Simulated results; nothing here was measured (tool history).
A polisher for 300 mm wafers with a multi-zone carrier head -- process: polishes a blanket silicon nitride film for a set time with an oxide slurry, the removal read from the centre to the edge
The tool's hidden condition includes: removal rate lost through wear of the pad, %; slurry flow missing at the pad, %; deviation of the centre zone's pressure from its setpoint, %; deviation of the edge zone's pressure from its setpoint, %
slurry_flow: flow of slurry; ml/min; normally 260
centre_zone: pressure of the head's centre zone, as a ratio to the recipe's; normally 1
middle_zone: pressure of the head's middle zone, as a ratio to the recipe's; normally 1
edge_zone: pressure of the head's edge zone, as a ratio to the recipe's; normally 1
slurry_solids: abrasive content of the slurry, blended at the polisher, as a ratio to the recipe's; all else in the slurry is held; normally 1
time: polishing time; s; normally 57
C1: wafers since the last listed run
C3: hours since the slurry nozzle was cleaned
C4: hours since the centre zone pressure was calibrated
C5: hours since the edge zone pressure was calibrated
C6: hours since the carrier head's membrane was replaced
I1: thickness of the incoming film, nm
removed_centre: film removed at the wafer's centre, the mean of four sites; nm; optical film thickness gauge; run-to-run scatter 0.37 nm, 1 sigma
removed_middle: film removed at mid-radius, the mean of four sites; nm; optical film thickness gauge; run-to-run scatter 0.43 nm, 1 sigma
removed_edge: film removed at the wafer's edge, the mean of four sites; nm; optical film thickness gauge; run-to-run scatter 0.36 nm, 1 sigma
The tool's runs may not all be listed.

{"run": 1, "hour": 0.0, "slurry_flow": 260, "centre_zone": 1, "middle_zone": 1.05, "edge_zone": 1, "slurry_solids": 1, "time": 57, "C1": 0, "wafers polished on this pad": 2039, "C3": 275.9, "C4": 52.8, "C5": 391.3, "C6": 749.5, "I1": 249.4, "removed_centre": 40.2, "removed_middle": 41.2, "removed_edge": 39.9}
{"run": 2, "hour": 50.9, "slurry_flow": 260, "centre_zone": 1, "middle_zone": 1, "edge_zone": 1, "slurry_solids": 1, "time": 57, "C1": 431, "wafers polished on this pad": 2470, "C3": 326.8, "C4": 103.7, "C5": 442.2, "C6": 800.4, "I1": 249.3, "removed_centre": 40.3, "removed_middle": 39.5, "removed_edge": 39.4}
{"run": 3, "hour": 95.3, "slurry_flow": 260, "centre_zone": 1, "middle_zone": 1, "edge_zone": 1, "slurry_solids": 1, "time": 57, "C1": 376, "wafers polished on this pad": 2847, "C3": 371.2, "C4": 148.1, "C5": 486.6, "C6": 844.8, "I1": 250.7, "removed_centre": 41.6, "removed_middle": 40.4, "removed_edge": 39.1}
{"hour": 155.9, "done": "worn pad replaced by a new one"}
{"run": 4, "hour": 172.6, "slurry_flow": 260, "centre_zone": 1, "middle_zone": 1, "edge_zone": 1, "slurry_solids": 1, "time": 57, "C1": 621, "wafers polished on this pad": 142, "C3": 448.5, "C4": 225.4, "C5": 563.9, "C6": 922.1, "I1": 249.4, "removed_centre": 41.5, "removed_middle": 40.3, "removed_edge": 39.8}
{"run": 5, "hour": 213.8, "slurry_flow": 260, "centre_zone": 1, "middle_zone": 1, "edge_zone": 1, "slurry_solids": 1, "time": 57, "C1": 349, "wafers polished on this pad": 491, "C3": 489.7, "C4": 266.6, "C5": 605.1, "C6": 963.3, "I1": 254.2, "removed_centre": 41.3, "removed_middle": 39.5, "removed_edge": 39.6}
{"run": 6, "hour": 303.0, "slurry_flow": 260, "centre_zone": 1, "middle_zone": 1, "edge_zone": 1, "slurry_solids": 1, "time": 57, "C1": 756, "wafers polished on this pad": 1247, "C3": 578.9, "C4": 355.8, "C5": 694.3, "C6": 1052.5, "I1": 254, "removed_centre": 41.3, "removed_middle": 39.8, "removed_edge": 39.6}
{"run": 7, "hour": 346.0, "slurry_flow": 260, "centre_zone": 1, "middle_zone": 1, "edge_zone": 1, "slurry_solids": 1, "time": 57, "C1": 364, "wafers polished on this pad": 1612, "C3": 621.9, "C4": 398.8, "C5": 737.3, "C6": 1095.5, "I1": 248, "removed_centre": 41.3, "removed_middle": 39.4, "removed_edge": 39.9}
{"run": 8, "hour": 398.4, "slurry_flow": 260, "centre_zone": 1, "middle_zone": 1, "edge_zone": 1, "slurry_solids": 1, "time": 47, "C1": 444, "wafers polished on this pad": 2056, "C3": 674.3, "C4": 451.2, "C5": 789.7, "C6": 1147.9, "I1": 248.3, "removed_centre": 34, "removed_middle": 32.4, "removed_edge": 32.7}
{"hour": 406.6, "done": "carrier head's membrane replaced by a new one"}
{"hour": 465.6, "done": "slurry nozzle cleaned"}
{"run": 9, "hour": 482.0, "slurry_flow": 260, "centre_zone": 1, "middle_zone": 1, "edge_zone": 1, "slurry_solids": 1, "time": 57, "C1": 658, "wafers polished on this pad": 2714, "C3": 16.4, "C4": 534.8, "C5": 873.3, "C6": 75.4, "I1": 253.6, "removed_centre": 41.4, "removed_middle": 40.5, "removed_edge": 39.4}
{"run": 10, "hour": 586.4, "slurry_flow": 260, "centre_zone": 1, "middle_zone": 1, "edge_zone": 1, "slurry_solids": 0.75, "time": 50, "C1": 885, "wafers polished on this pad": 3600, "C3": 120.8, "C4": 639.2, "C5": 977.7, "C6": 179.8, "I1": 252.1, "removed_centre": 31, "removed_middle": 29.6, "removed_edge": 29}
{"hour": 620.4, "done": "edge zone pressure recalibrated"}
{"hour": 620.8, "done": "worn pad replaced by a new one"}
{"run": 11, "hour": 629.0, "slurry_flow": 185, "centre_zone": 1.04, "middle_zone": 0.94, "edge_zone": 1, "slurry_solids": 1, "time": 57, "C1": 341, "wafers polished on this pad": 69, "C3": 163.4, "C4": 681.8, "C5": 8.6, "C6": 222.4, "I1": 251.1, "removed_centre": 40.1, "removed_middle": 36.2, "removed_edge": 38.3}
{"run": 12, "hour": 711.3, "slurry_flow": 315, "centre_zone": 1, "middle_zone": 0.89, "edge_zone": 1, "slurry_solids": 1.25, "time": 39, "C1": 697, "wafers polished on this pad": 767, "C3": 245.7, "C4": 764.1, "C5": 90.9, "C6": 304.7, "I1": 250.3, "removed_centre": 32.3, "removed_middle": 27.4, "removed_edge": 30.6}
{"run": 13, "hour": 797.5, "slurry_flow": 260, "centre_zone": 1, "middle_zone": 1, "edge_zone": 1, "slurry_solids": 1, "time": 57, "C1": 731, "wafers polished on this pad": 1498, "C3": 331.9, "C4": 850.3, "C5": 177.1, "C6": 390.9, "I1": 250.8, "removed_centre": 41.9, "removed_middle": 39.6, "removed_edge": 39.1}
{"run": 14, "hour": 853.5, "slurry_flow": 210, "centre_zone": 1, "middle_zone": 1.04, "edge_zone": 1.03, "slurry_solids": 1, "time": 57, "C1": 474, "wafers polished on this pad": 1973, "C3": 387.9, "C4": 906.3, "C5": 233.1, "C6": 446.9, "I1": 248.2, "removed_centre": 40.7, "removed_middle": 39.8, "removed_edge": 38.5}
{"run": 15, "hour": 943.9, "slurry_flow": 260, "centre_zone": 1, "middle_zone": 1, "edge_zone": 1, "slurry_solids": 1, "time": 62, "C1": 766, "wafers polished on this pad": 2740, "C3": 478.3, "C4": 996.7, "C5": 323.5, "C6": 537.3, "I1": 245.8, "removed_centre": 45.7, "removed_middle": 43.3, "removed_edge": 43.2}
{"run": 16, "hour": 1014.0, "slurry_flow": 260, "centre_zone": 1, "middle_zone": 1, "edge_zone": 1, "slurry_solids": 1, "time": 57, "C1": 594, "wafers polished on this pad": 3334, "C3": 548.4, "C4": 1066.8, "C5": 393.6, "C6": 607.4, "I1": 254.2, "removed_centre": 41.5, "removed_middle": 39.5, "removed_edge": 39.6}
{"run": 17, "hour": 1051.5, "slurry_flow": 260, "centre_zone": 1.06, "middle_zone": 1, "edge_zone": 1, "slurry_solids": 1, "time": 45, "C1": 318, "wafers polished on this pad": 3652, "C3": 585.9, "C4": 1104.3, "C5": 431.1, "C6": 644.9, "I1": 250.9, "removed_centre": 34.6, "removed_middle": 31.2, "removed_edge": 31.1}
{"hour": 1122.8, "done": "worn pad replaced by a new one"}
{"run": 18, "hour": 1126.6, "slurry_flow": 260, "centre_zone": 1.05, "middle_zone": 1, "edge_zone": 1.11, "slurry_solids": 1, "time": 57, "C1": 602, "wafers polished on this pad": 31, "C3": 661, "C4": 1179.4, "C5": 506.2, "C6": 720, "I1": 250.4, "removed_centre": 43.7, "removed_middle": 39.8, "removed_edge": 40.7}
{"hour": 1134.0, "done": "centre zone pressure recalibrated"}
{"hour": 1163.9, "done": "slurry nozzle cleaned"}
{"run": 19, "hour": 1214.9, "slurry_flow": 260, "centre_zone": 1, "middle_zone": 1, "edge_zone": 1.05, "slurry_solids": 1, "time": 57, "C1": 723, "wafers polished on this pad": 755, "C3": 51, "C4": 80.9, "C5": 594.5, "C6": 808.3, "I1": 254.9, "removed_centre": 40.3, "removed_middle": 39.1, "removed_edge": 40}
{"run": 20, "hour": 1296.3, "slurry_flow": 315, "centre_zone": 1, "middle_zone": 1, "edge_zone": 1, "slurry_solids": 1.1, "time": 57, "C1": 690, "wafers polished on this pad": 1445, "C3": 132.4, "C4": 162.3, "C5": 675.9, "C6": 889.7, "I1": 244.5, "removed_centre": 43.1, "removed_middle": 43.2, "removed_edge": 42.5}
{"run": 21, "hour": 1388.2, "slurry_flow": 215, "centre_zone": 1, "middle_zone": 1, "edge_zone": 1, "slurry_solids": 0.7, "time": 42, "C1": 779, "wafers polished on this pad": 2224, "C3": 224.3, "C4": 254.2, "C5": 767.8, "C6": 981.6, "I1": 249.7, "removed_centre": 24.1, "removed_middle": 23.2, "removed_edge": 23.5}
{"run": 22, "hour": 1468.9, "slurry_flow": 260, "centre_zone": 1, "middle_zone": 1, "edge_zone": 1, "slurry_solids": 1, "time": 57, "C1": 684, "wafers polished on this pad": 2909, "C3": 305, "C4": 334.9, "C5": 848.5, "C6": 1062.3, "I1": 253.8, "removed_centre": 41.3, "removed_middle": 38.8, "removed_edge": 39.2}

Here are 3 independent what-if runs from the current tool condition. What would each one return?
{"run": "A", "hour": 1469.3, "slurry_flow": 260, "centre_zone": 1, "middle_zone": 1, "edge_zone": 1, "slurry_solids": 1, "time": 57, "C1": 3, "wafers polished on this pad": 2912, "C3": 305.4, "C4": 335.3, "C5": 848.9, "C6": 1062.7, "I1": 250, "removed_centre": "?", "removed_middle": "?", "removed_edge": "?"}
{"run": "B", "hour": 1469.3, "slurry_flow": 170, "centre_zone": 1, "middle_zone": 1, "edge_zone": 1, "slurry_solids": 0.8, "time": 57, "C1": 3, "wafers polished on this pad": 2912, "C3": 305.4, "C4": 335.3, "C5": 848.9, "C6": 1062.7, "I1": 250, "removed_centre": "?", "removed_middle": "?", "removed_edge": "?"}
{"run": "C", "hour": 1469.3, "slurry_flow": 260, "centre_zone": 1, "middle_zone": 1, "edge_zone": 1, "slurry_solids": 0.85, "time": 57, "C1": 3, "wafers polished on this pad": 2912, "C3": 305.4, "C4": 335.3, "C5": 848.9, "C6": 1062.7, "I1": 250, "removed_centre": "?", "removed_middle": "?", "removed_edge": "?"}

run=A removed_centre=41.2 removed_middle=39.9 removed_edge=39.7
run=B removed_centre=33.9 removed_middle=33.1 removed_edge=33.5
run=C removed_centre=37.9 removed_middle=36.6 removed_edge=36.5
With no hidden state in the tool, these same runs would have given:
run=A removed_centre=40.1 removed_middle=39.9 removed_edge=39.7
run=B removed_centre=33 removed_middle=33.1 removed_edge=33.5
run=C removed_centre=36.8 removed_middle=36.7 removed_edge=36.5

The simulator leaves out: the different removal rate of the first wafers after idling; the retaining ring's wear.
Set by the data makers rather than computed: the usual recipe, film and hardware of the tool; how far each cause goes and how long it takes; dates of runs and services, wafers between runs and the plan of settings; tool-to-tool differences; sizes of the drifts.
